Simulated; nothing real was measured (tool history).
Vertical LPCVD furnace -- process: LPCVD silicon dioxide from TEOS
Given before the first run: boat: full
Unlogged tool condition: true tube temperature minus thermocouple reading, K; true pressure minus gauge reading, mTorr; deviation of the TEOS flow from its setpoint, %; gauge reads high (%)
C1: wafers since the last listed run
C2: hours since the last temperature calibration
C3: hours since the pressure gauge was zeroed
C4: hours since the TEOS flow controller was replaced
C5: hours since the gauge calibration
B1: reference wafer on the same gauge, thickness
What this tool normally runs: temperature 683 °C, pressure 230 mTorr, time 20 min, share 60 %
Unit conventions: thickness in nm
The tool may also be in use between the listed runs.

{"run": 1, "hour": 0.0, "temperature": 683, "pressure": 230, "time": 20, "share": 60, "C1": 0, "C2": 4608.5, "C3": 1267.9, "C4": 5919.9, "C5": 203.9, "B1": 95.04, "thickness": 86.5}
{"run": 2, "hour": 21.2, "temperature": 683, "pressure": 230, "time": 20, "share": 60, "C1": 398, "C2": 4629.7, "C3": 1289.1, "C4": 5941.1, "C5": 225.1, "B1": 95.11, "thickness": 87}
{"run": 3, "hour": 47.8, "temperature": 683, "pressure": 230, "time": 20, "share": 60, "C1": 500, "C2": 4656.3, "C3": 1315.7, "C4": 5967.7, "C5": 251.7, "B1": 95.09, "thickness": 86.94}
{"run": 4, "hour": 69.8, "temperature": 683, "pressure": 230, "time": 20, "share": 60, "C1": 413, "C2": 4678.3, "C3": 1337.7, "C4": 5989.7, "C5": 273.7, "B1": 95.13, "thickness": 86.91}
{"run": 5, "hour": 102.5, "temperature": 683, "pressure": 230, "time": 25, "share": 60, "C1": 615, "C2": 4711, "C3": 1370.4, "C4": 6022.4, "C5": 306.4, "B1": 95.25, "thickness": 108.55}
{"run": 6, "hour": 138.0, "temperature": 683, "pressure": 230, "time": 25, "share": 60, "C1": 668, "C2": 4746.5, "C3": 1405.9, "C4": 6057.9, "C5": 341.9, "B1": 95.27, "thickness": 109.01}
{"hour": 180.4, "done": "thermocouples replaced and temperature profile calibrated"}
{"run": 7, "hour": 180.9, "temperature": 683, "pressure": 230, "time": 20, "share": 60, "C1": 355, "C2": 0.5, "C3": 1448.8, "C4": 6100.8, "C5": 384.8, "B1": 95.4, "thickness": 87.17}
{"run": 8, "hour": 185.0, "temperature": 683, "pressure": 230, "time": 20, "share": 60, "C1": 77, "C2": 4.6, "C3": 1452.9, "C4": 6104.9, "C5": 388.9, "B1": 95.38, "thickness": 87.12}
{"run": 9, "hour": 204.3, "temperature": 683, "pressure": 230, "time": 20, "share": 60, "C1": 363, "C2": 23.9, "C3": 1472.2, "C4": 6124.2, "C5": 408.2, "B1": 95.37, "thickness": 87.45}
{"run": 10, "hour": 227.6, "temperature": 683, "pressure": 230, "time": 20, "share": 60, "C1": 438, "C2": 47.2, "C3": 1495.5, "C4": 6147.5, "C5": 431.5, "B1": 95.57, "thickness": 86.89}
{"run": 11, "hour": 255.3, "temperature": 693, "pressure": 190, "time": 20, "share": 60, "C1": 521, "C2": 74.9, "C3": 1523.2, "C4": 6175.2, "C5": 459.2, "B1": 95.65, "thickness": 100.9}
{"run": 12, "hour": 277.6, "temperature": 683, "pressure": 230, "time": 20, "share": 60, "C1": 419, "C2": 97.2, "C3": 1545.5, "C4": 6197.5, "C5": 481.5, "B1": 95.68, "thickness": 86.98}
{"hour": 306.7, "done": "pressure gauge zeroed"}
{"run": 13, "hour": 307.2, "temperature": 692, "pressure": 210, "time": 20, "share": 56, "C1": 105, "C2": 126.8, "C3": 0.5, "C4": 6227.1, "C5": 511.1, "B1": 95.72, "thickness": 100}
{"run": 14, "hour": 311.3, "temperature": 683, "pressure": 230, "time": 20, "share": 60, "C1": 77, "C2": 130.9, "C3": 4.6, "C4": 6231.2, "C5": 515.2, "B1": 95.67, "thickness": 87.73}
{"hour": 346.4, "done": "gauge calibrated"}
{"hour": 347.1, "done": "TEOS flow controller replaced"}
{"run": 15, "hour": 347.6, "temperature": 683, "pressure": 230, "time": 15.5, "share": 60, "C1": 231, "C2": 167.2, "C3": 40.9, "C4": 0.5, "C5": 1.2, "B1": 94.68, "thickness": 66.98}
{"run": 16, "hour": 351.7, "temperature": 683, "pressure": 200, "time": 20, "share": 60, "C1": 77, "C2": 171.3, "C3": 45, "C4": 4.6, "C5": 5.3, "B1": 94.66, "thickness": 80.71}
{"run": 17, "hour": 355.8, "temperature": 683, "pressure": 230, "time": 20, "share": 60, "C1": 77, "C2": 175.4, "C3": 49.1, "C4": 8.7, "C5": 9.4, "B1": 94.74, "thickness": 86.33}
{"run": 18, "hour": 389.1, "temperature": 677, "pressure": 200, "time": 20, "share": 60, "C1": 626, "C2": 208.7, "C3": 82.4, "C4": 42, "C5": 42.7, "B1": 94.78, "thickness": 70.02}
{"run": 19, "hour": 423.1, "temperature": 690, "pressure": 230, "time": 27.5, "share": 60, "C1": 639, "C2": 242.7, "C3": 116.4, "C4": 76, "C5": 76.7, "B1": 94.88, "thickness": 140.46}
{"run": 20, "hour": 449.8, "temperature": 688, "pressure": 195, "time": 14, "share": 56, "C1": 502, "C2": 269.4, "C3": 143.1, "C4": 102.7, "C5": 103.4, "B1": 94.83, "thickness": 60.9}
{"run": 21, "hour": 465.0, "temperature": 683, "pressure": 230, "time": 24.5, "share": 60, "C1": 286, "C2": 284.6, "C3": 158.3, "C4": 117.9, "C5": 118.6, "B1": 94.9, "thickness": 106.09}

What differs in the tool's unlogged condition from the final listed run ahead of each entry between runs to the first listed run following it?
From run 6 to run 7: thermocouples replaced and temperature profile calibrated (hour 180.4)
  gauge reads high (%): 0.534 -> 0.634
  measured result minus the result with no hidden state, thickness: +0.57 -> +0.55 nm
From run 12 to run 13: pressure gauge zeroed (hour 306.7)
  gauge reads high (%): 0.86 -> 0.929
  measured result minus the result with no hidden state, thickness: +0.74 -> +0.92 nm
From run 14 to run 15: gauge calibrated (hour 346.4); TEOS flow controller replaced (hour 347.1)
  gauge reads high (%): 0.939 -> -0.14
  measured result minus the result with no hidden state, thickness: +0.81 -> -0.09 nm

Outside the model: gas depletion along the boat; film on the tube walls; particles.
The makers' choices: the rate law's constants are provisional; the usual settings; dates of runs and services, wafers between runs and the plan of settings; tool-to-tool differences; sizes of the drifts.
